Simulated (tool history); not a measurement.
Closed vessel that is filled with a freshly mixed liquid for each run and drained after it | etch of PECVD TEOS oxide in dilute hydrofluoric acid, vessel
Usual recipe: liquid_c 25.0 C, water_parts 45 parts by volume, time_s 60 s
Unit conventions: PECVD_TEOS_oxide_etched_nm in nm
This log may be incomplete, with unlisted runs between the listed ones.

run	hour	liquid_c	water_parts	time_s	wafers since the last listed run	hours since the thermometer was replaced	hours since the hydrofluoric acid flow meter was replaced	hours since the gauge calibration	read-back film thickness of the PECVD TEOS oxide reference wafer, read on the same gauge (nm)	PECVD_TEOS_oxide_etched_nm
1	0.0	25.0	45	60	0	562.8	1263.5	173.8	70.04	16.96
2	15.8	25.0	45	60	1757	578.6	1279.3	189.6	69.97	16.83
3	31.7	22.0	55	60	1768	594.5	1295.2	205.5	69.96	12.04
4	43.1	22.0	55	60	1267	605.9	1306.6	216.9	70.01	12.20
5	63.4	22.0	55	60	2257	626.2	1326.9	237.2	69.98	12.18
6	80.4	25.0	45	60	1890	643.2	1343.9	254.2	69.98	16.73
# hour 88.1: thermometer replaced
7	125.3	25.0	45	60	4881	37.2	1388.8	299.1	69.96	18.27
8	134.1	25.0	45	50	978	46.0	1397.6	307.9	70.01	15.24
9	141.2	25.0	55	60	789	53.1	1404.7	315.0	70.01	14.66
10	152.5	23.0	45	45	1256	64.4	1416.0	326.3	70.00	12.50
11	160.0	23.0	45	45	834	71.9	1423.5	333.8	70.01	12.52
12	169.4	25.0	45	60	1045	81.3	1432.9	343.2	69.98	17.97
13	175.6	25.0	45	60	689	87.5	1439.1	349.4	70.03	18.30
# hour 192.0: hydrofluoric acid flow meter replaced
14	192.5	25.0	45	45	1768	104.4	0.5	366.3	70.03	13.54
15	204.8	21.5	45	80	1367	116.7	12.8	378.6	70.02	20.77
16	219.4	23.0	35	45	1623	131.3	27.4	393.2	70.02	15.90
17	229.3	28.0	45	60	1100	141.2	37.3	403.1	69.98	20.34
18	276.0	25.0	45	60	5193	187.9	84.0	449.8	69.98	18.11
19	287.6	25.0	45	60	1289	199.5	95.6	461.4	70.02	17.91
20	302.8	25.0	45	60	1690	214.7	110.8	476.6	70.01	17.56
21	312.2	22.5	45	40	1045	224.1	120.2	486.0	70.00	10.46
22	321.0	22.0	55	60	978	232.9	129.0	494.8	69.98	12.42
23	338.0	23.0	45	60	1890	249.9	146.0	511.8	70.02	16.32
24	351.3	28.5	45	60	1479	263.2	159.3	525.1	69.99	20.48
25	361.7	28.0	45	70	1156	273.6	169.7	535.5	69.97	23.57
# hour 362.7: gauge calibrated
26	375.4	25.0	45	60	1523	287.3	183.4	12.7	69.98	17.70
27	383.5	27.0	55	60	900	295.4	191.5	20.8	70.03	15.38
28	400.2	27.0	45	60	1857	312.1	208.2	37.5	69.98	19.49
29	407.8	28.0	50	95	845	319.7	215.8	45.1	70.04	27.84
30	430.8	22.0	30	35	2557	342.7	238.8	68.1	70.05	13.69
31	448.6	28.5	30	50	1979	360.5	256.6	85.9	69.99	25.64
32	462.9	25.0	45	60	1590	374.8	270.9	100.2	70.02	17.48
33	478.6	25.0	50	90	1745	390.5	286.6	115.9	70.02	23.51

Here are 4 independent what-if runs from the current tool condition. What would each one return?
A	479.3	25.0	45	60	77	391.2	287.3	116.6	?	?
B	479.3	28.5	35	60	77	391.2	287.3	116.6	?	?
C	479.3	22.5	40	60	77	391.2	287.3	116.6	?	?
D	479.3	27.0	45	90	77	391.2	287.3	116.6	?	?

run	read-back film thickness of the PECVD TEOS oxide reference wafer, read on the same gauge (nm)	PECVD_TEOS_oxide_etched_nm
A	70.02	17.50
B	70.02	26.33
C	70.02	17.84
D	70.02	28.49
Without the tool's hidden state the same runs would have given:
run	PECVD_TEOS_oxide_etched_nm
A	18.47
B	27.78
C	18.86
D	30.06

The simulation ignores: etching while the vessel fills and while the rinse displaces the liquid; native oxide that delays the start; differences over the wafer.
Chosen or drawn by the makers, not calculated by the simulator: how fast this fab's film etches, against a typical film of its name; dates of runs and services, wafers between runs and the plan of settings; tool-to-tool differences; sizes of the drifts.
